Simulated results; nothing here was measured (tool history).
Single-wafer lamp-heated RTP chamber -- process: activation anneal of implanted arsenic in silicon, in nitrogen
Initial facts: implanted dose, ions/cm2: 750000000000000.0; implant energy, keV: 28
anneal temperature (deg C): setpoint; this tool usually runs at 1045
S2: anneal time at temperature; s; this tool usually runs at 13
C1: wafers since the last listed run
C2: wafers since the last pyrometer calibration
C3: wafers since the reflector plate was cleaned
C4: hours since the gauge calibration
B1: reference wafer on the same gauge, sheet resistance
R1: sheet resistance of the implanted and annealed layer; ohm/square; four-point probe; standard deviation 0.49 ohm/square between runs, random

run 1 hour=0.0 | anneal_temperature_(deg_C)=1045 S2=13 | C1=0 C2=1654 C3=7202 C4=326.0 | B1=190.12 | R1=159.50
run 2 hour=16.4 | anneal_temperature_(deg_C)=1053 S2=13 | C1=158 C2=1813 C3=7360 C4=342.4 | B1=190.03 | R1=158.43
run 3 hour=40.3 | anneal_temperature_(deg_C)=1053 S2=13 | C1=230 C2=2044 C3=7591 C4=366.3 | B1=190.12 | R1=159.84
run 4 hour=69.4 | anneal_temperature_(deg_C)=1053 S2=13 | C1=281 C2=2325 C3=7872 C4=395.4 | B1=190.14 | R1=158.97
run 5 hour=89.0 | anneal_temperature_(deg_C)=1045 S2=13 | C1=189 C2=2514 C3=8061 C4=415.0 | B1=189.97 | R1=159.91
-- hour=112.1 pyrometer window cleaned and pyrometer calibrated
run 6 hour=117.5 | anneal_temperature_(deg_C)=1045 S2=13 | C1=197 C2=52 C3=8259 C4=443.5 | B1=190.04 | R1=159.72
run 7 hour=133.7 | anneal_temperature_(deg_C)=1045 S2=13 | C1=156 C2=208 C3=8416 C4=459.7 | B1=190.01 | R1=159.34
run 8 hour=166.5 | anneal_temperature_(deg_C)=1045 S2=13 | C1=316 C2=525 C3=8732 C4=492.5 | B1=190.02 | R1=159.21
run 9 hour=197.1 | anneal_temperature_(deg_C)=1045 S2=13 | C1=295 C2=821 C3=9028 C4=523.1 | B1=189.91 | R1=160.37
run 10 hour=210.3 | anneal_temperature_(deg_C)=1045 S2=13 | C1=127 C2=948 C3=9155 C4=536.3 | B1=190.01 | R1=160.04
run 11 hour=224.5 | anneal_temperature_(deg_C)=1045 S2=13 | C1=137 C2=1085 C3=9293 C4=550.5 | B1=189.97 | R1=160.02
run 12 hour=241.3 | anneal_temperature_(deg_C)=1045 S2=13 | C1=162 C2=1247 C3=9455 C4=567.3 | B1=190.15 | R1=160.09
run 13 hour=259.6 | anneal_temperature_(deg_C)=1045 S2=13 | C1=176 C2=1424 C3=9632 C4=585.6 | B1=190.04 | R1=160.87
run 14 hour=272.7 | anneal_temperature_(deg_C)=1045 S2=13 | C1=126 C2=1551 C3=9758 C4=598.7 | B1=190.02 | R1=160.02
run 15 hour=297.2 | anneal_temperature_(deg_C)=1045 S2=13 | C1=236 C2=1787 C3=9995 C4=623.2 | B1=189.94 | R1=160.04
run 16 hour=311.8 | anneal_temperature_(deg_C)=1045 S2=13 | C1=141 C2=1928 C3=10136 C4=637.8 | B1=189.94 | R1=160.02
run 17 hour=332.7 | anneal_temperature_(deg_C)=1060 S2=10 | C1=201 C2=2130 C3=10338 C4=658.7 | B1=189.94 | R1=159.88
run 18 hour=367.3 | anneal_temperature_(deg_C)=1045 S2=13 | C1=334 C2=2464 C3=10672 C4=693.3 | B1=190.03 | R1=160.60
run 19 hour=381.0 | anneal_temperature_(deg_C)=1045 S2=13 | C1=132 C2=2597 C3=10804 C4=707.0 | B1=190.17 | R1=160.10
run 20 hour=402.8 | anneal_temperature_(deg_C)=1045 S2=13 | C1=210 C2=2807 C3=11015 C4=728.8 | B1=189.93 | R1=160.07
-- hour=413.3 pyrometer window cleaned and pyrometer calibrated
run 21 hour=426.3 | anneal_temperature_(deg_C)=1018 S2=7 | C1=149 C2=125 C3=11164 C4=752.3 | B1=189.97 | R1=167.25
run 22 hour=440.5 | anneal_temperature_(deg_C)=1045 S2=20 | C1=137 C2=262 C3=11301 C4=766.5 | B1=189.98 | R1=157.46
run 23 hour=455.4 | anneal_temperature_(deg_C)=1075 S2=20 | C1=143 C2=406 C3=11445 C4=781.4 | B1=189.97 | R1=153.58
-- hour=464.1 reflector plate cleaned
run 24 hour=467.7 | anneal_temperature_(deg_C)=1045 S2=13 | C1=41 C2=448 C3=35 C4=793.7 | B1=189.99 | R1=159.71
run 25 hour=503.6 | anneal_temperature_(deg_C)=1045 S2=18 | C1=346 C2=794 C3=381 C4=829.6 | B1=189.95 | R1=157.27
run 26 hour=534.1 | anneal_temperature_(deg_C)=1045 S2=6 | C1=294 C2=1089 C3=676 C4=860.1 | B1=190.13 | R1=163.54
run 27 hour=559.5 | anneal_temperature_(deg_C)=1031 S2=19 | C1=245 C2=1334 C3=921 C4=885.5 | B1=190.09 | R1=159.19
run 28 hour=592.4 | anneal_temperature_(deg_C)=1030 S2=13 | C1=317 C2=1652 C3=1239 C4=918.4 | B1=190.00 | R1=161.42
run 29 hour=620.2 | anneal_temperature_(deg_C)=1030 S2=13 | C1=268 C2=1920 C3=1507 C4=946.2 | B1=190.03 | R1=161.97
-- hour=621.0 gauge calibrated
-- hour=659.3 pyrometer window cleaned and pyrometer calibrated
run 30 hour=697.4 | anneal_temperature_(deg_C)=1065 S2=19 | C1=668 C2=368 C3=2176 C4=76.4 | B1=190.22 | R1=155.40
run 31 hour=711.5 | anneal_temperature_(deg_C)=1026 S2=8 | C1=136 C2=504 C3=2312 C4=90.5 | B1=190.06 | R1=164.30
run 32 hour=743.6 | anneal_temperature_(deg_C)=1057 S2=17 | C1=310 C2=814 C3=2622 C4=122.6 | B1=190.04 | R1=156.75
run 33 hour=776.7 | anneal_temperature_(deg_C)=1034 S2=16 | C1=319 C2=1134 C3=2942 C4=155.7 | B1=189.96 | R1=160.00
run 34 hour=805.3 | anneal_temperature_(deg_C)=1045 S2=13 | C1=276 C2=1410 C3=3218 C4=184.3 | B1=190.02 | R1=158.85

Alternative continuations, all from the tool just after run 34; predict every row:
run A hour=805.7 | anneal_temperature_(deg_C)=1033 S2=13 | C1=3 C2=1414 C3=3222 C4=184.7 | B1=? | R1=?
run B hour=805.7 | anneal_temperature_(deg_C)=1061 S2=8 | C1=3 C2=1414 C3=3222 C4=184.7 | B1=? | R1=?
run C hour=805.7 | anneal_temperature_(deg_C)=1074 S2=13 | C1=3 C2=1414 C3=3222 C4=184.7 | B1=? | R1=?

run=A B1=190.12 R1=161.28
run=B B1=190.12 R1=160.70
run=C B1=190.12 R1=156.35
With no hidden state in the tool, these same runs would have given:
run=A R1=161.28
run=B R1=160.70
run=C R1=156.35
